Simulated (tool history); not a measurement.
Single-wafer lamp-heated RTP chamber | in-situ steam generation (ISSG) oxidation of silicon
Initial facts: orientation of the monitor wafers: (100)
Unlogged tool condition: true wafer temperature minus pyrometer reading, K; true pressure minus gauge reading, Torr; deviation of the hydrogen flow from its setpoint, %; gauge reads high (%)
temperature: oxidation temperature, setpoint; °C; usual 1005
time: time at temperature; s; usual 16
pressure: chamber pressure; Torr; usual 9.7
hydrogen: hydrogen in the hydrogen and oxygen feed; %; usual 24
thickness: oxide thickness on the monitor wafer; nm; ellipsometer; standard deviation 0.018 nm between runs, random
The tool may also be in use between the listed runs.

| run | hour | temperature | time | pressure | hydrogen | wafers since the last listed run | wafers since the last pyrometer calibration | hours since the pressure gauge was zeroed | hours since the hydrogen flow controller was replaced | hours since the gauge calibration | read-back reference wafer on the same gauge, thickness | thickness |
|---|---|---|---|---|---|---|---|---|---|---|---|---|
| 1 | 0.0 | 1005 | 16 | 9.7 | 24 | 0 | 6367 | 429.6 | 5557.7 | 1936.2 | 5.593 | 5.232 |
|  | 68.7 | pyrometer window cleaned and pyrometer calibrated |
| 2 | 69.2 | 1005 | 21 | 9.7 | 24 | 657 | 5 | 498.8 | 5626.9 | 2005.4 | 5.596 | 5.807 |
| 3 | 109.6 | 1005 | 21 | 9.7 | 24 | 433 | 439 | 539.2 | 5667.3 | 2045.8 | 5.593 | 5.804 |
| 4 | 191.8 | 1005 | 16 | 9.7 | 24 | 882 | 1322 | 621.4 | 5749.5 | 2128.0 | 5.588 | 5.139 |
| 5 | 239.5 | 1005 | 16 | 9.7 | 24 | 512 | 1834 | 669.1 | 5797.2 | 2175.7 | 5.590 | 5.143 |
| 6 | 339.6 | 1005 | 16 | 9.7 | 24 | 1075 | 2909 | 769.2 | 5897.3 | 2275.8 | 5.591 | 5.225 |
| 7 | 426.5 | 991 | 16 | 9.7 | 24 | 933 | 3842 | 856.1 | 5984.2 | 2362.7 | 5.581 | 4.944 |
| 8 | 523.6 | 991 | 16 | 9.7 | 24 | 1042 | 4885 | 953.2 | 6081.3 | 2459.8 | 5.588 | 4.943 |
| 9 | 579.7 | 991 | 16 | 9.7 | 24 | 602 | 5488 | 1009.3 | 6137.4 | 2515.9 | 5.590 | 4.920 |
| 10 | 672.3 | 994 | 16 | 9.7 | 24 | 994 | 6482 | 1101.9 | 6230.0 | 2608.5 | 5.593 | 4.992 |
| 11 | 765.9 | 1005 | 16 | 9.7 | 24 | 1005 | 7488 | 1195.5 | 6323.6 | 2702.1 | 5.594 | 5.220 |
| 12 | 838.1 | 1005 | 16 | 9.7 | 24 | 775 | 8263 | 1267.7 | 6395.8 | 2774.3 | 5.594 | 5.213 |
|  | 855.5 | pyrometer window cleaned and pyrometer calibrated |
| 13 | 882.6 | 1005 | 16 | 9.7 | 24 | 392 | 291 | 1312.2 | 6440.3 | 2818.8 | 5.581 | 5.312 |
|  | 923.9 | hydrogen flow controller replaced |
| 14 | 982.9 | 1005 | 16 | 9.7 | 24 | 991 | 1282 | 1412.5 | 59.0 | 2919.1 | 5.583 | 5.336 |
| 15 | 1249.3 | 1005 | 16 | 9.7 | 24 | 2861 | 4143 | 1678.9 | 325.4 | 3185.5 | 5.593 | 5.397 |
|  | 1285.4 | pyrometer window cleaned and pyrometer calibrated, repeated, since the last time left the tool worse |
| 16 | 1332.1 | 1023 | 11 | 9.7 | 14 | 803 | 501 | 1761.7 | 408.2 | 3268.3 | 5.591 | 4.108 |
| 17 | 1376.3 | 1005 | 16 | 9.7 | 27 | 474 | 976 | 1805.9 | 452.4 | 3312.5 | 5.586 | 5.304 |
| 18 | 1425.7 | 986 | 16 | 8.7 | 24 | 530 | 1507 | 1855.3 | 501.8 | 3361.9 | 5.594 | 4.879 |
| 19 | 1492.6 | 1005 | 16 | 9.7 | 24 | 718 | 2225 | 1922.2 | 568.7 | 3428.8 | 5.590 | 5.189 |
|  | 1501.4 | gauge calibrated |
| 20 | 1546.3 | 1005 | 22 | 8.9 | 24 | 576 | 2802 | 1975.9 | 622.4 | 44.9 | 5.592 | 6.077 |
| 21 | 1621.9 | 996 | 16 | 10.2 | 24 | 811 | 3614 | 2051.5 | 698.0 | 120.5 | 5.595 | 4.969 |
| 22 | 1689.2 | 1005 | 16 | 9.7 | 24 | 722 | 4337 | 2118.8 | 765.3 | 187.8 | 5.590 | 5.179 |
| 23 | 1768.4 | 1005 | 16 | 9.7 | 24 | 850 | 5187 | 2198.0 | 844.5 | 267.0 | 5.587 | 5.209 |
| 24 | 1836.9 | 1005 | 20 | 10.1 | 19 | 735 | 5923 | 2266.5 | 913.0 | 335.5 | 5.597 | 5.436 |
|  | 1888.0 | pressure gauge zeroed |
|  | 1908.4 | pyrometer window cleaned and pyrometer calibrated |
| 25 | 1908.9 | 1005 | 16 | 9.7 | 16 | 601 | 5 | 20.9 | 985.0 | 407.5 | 5.592 | 4.664 |
| 26 | 1983.4 | 1005 | 16 | 9.7 | 24 | 800 | 805 | 95.4 | 1059.5 | 482.0 | 5.593 | 5.150 |
| 27 | 2064.9 | 1023 | 12 | 8.8 | 30 | 875 | 1680 | 176.9 | 1141.0 | 563.5 | 5.590 | 5.251 |
| 28 | 2101.6 | 986 | 11 | 9.7 | 14 | 394 | 2074 | 213.6 | 1177.7 | 600.2 | 5.587 | 3.638 |
| 29 | 2184.8 | 1005 | 16 | 10.2 | 19 | 893 | 2968 | 296.8 | 1260.9 | 683.4 | 5.591 | 4.892 |
| 30 | 2222.5 | 1013 | 16 | 9.7 | 24 | 404 | 3373 | 334.5 | 1298.6 | 721.1 | 5.594 | 5.382 |
| 31 | 2387.9 | 1019 | 18 | 9.7 | 27 | 1776 | 5149 | 499.9 | 1464.0 | 886.5 | 5.588 | 5.994 |
| 32 | 2495.1 | 1005 | 22 | 9.7 | 17 | 1151 | 6301 | 607.1 | 1571.2 | 993.7 | 5.584 | 5.629 |

What differs in the tool's unlogged condition from the final listed run ahead of each entry between runs to the first listed run following it?
Between runs 1 and 2: pyrometer window cleaned and pyrometer calibrated (hour 68.7)
  true wafer temperature minus pyrometer reading, K: 5.22 -> 0.252
  measured value less the no-hidden-state value, thickness: +0.108 -> +0.006 nm
Between runs 12 and 13: pyrometer window cleaned and pyrometer calibrated (hour 855.5)
  true wafer temperature minus pyrometer reading, K: 5.2 -> 9.27
  measured value less the no-hidden-state value, thickness: +0.108 -> +0.197 nm
Between runs 13 and 14: hydrogen flow controller replaced (hour 923.9)
  true wafer temperature minus pyrometer reading, K: 9.27 -> 10.9
  measured value less the no-hidden-state value, thickness: +0.197 -> +0.231 nm
Between runs 15 and 16: pyrometer window cleaned and pyrometer calibrated, repeated, since the last time left the tool worse (hour 1285.4)
  true wafer temperature minus pyrometer reading, K: 12.9 -> 1.31
  measured value less the no-hidden-state value, thickness: +0.279 -> +0.022 nm
Between runs 19 and 20: gauge calibrated (hour 1501.4)
  true wafer temperature minus pyrometer reading, K: 3.39 -> 3.83
  measured value less the no-hidden-state value, thickness: +0.069 -> +0.101 nm
Between runs 24 and 25: pressure gauge zeroed (hour 1888.0); pyrometer window cleaned and pyrometer calibrated (hour 1908.4)
  true wafer temperature minus pyrometer reading, K: 5.05 -> 0.291
  measured value less the no-hidden-state value, thickness: +0.116 -> +0.005 nm

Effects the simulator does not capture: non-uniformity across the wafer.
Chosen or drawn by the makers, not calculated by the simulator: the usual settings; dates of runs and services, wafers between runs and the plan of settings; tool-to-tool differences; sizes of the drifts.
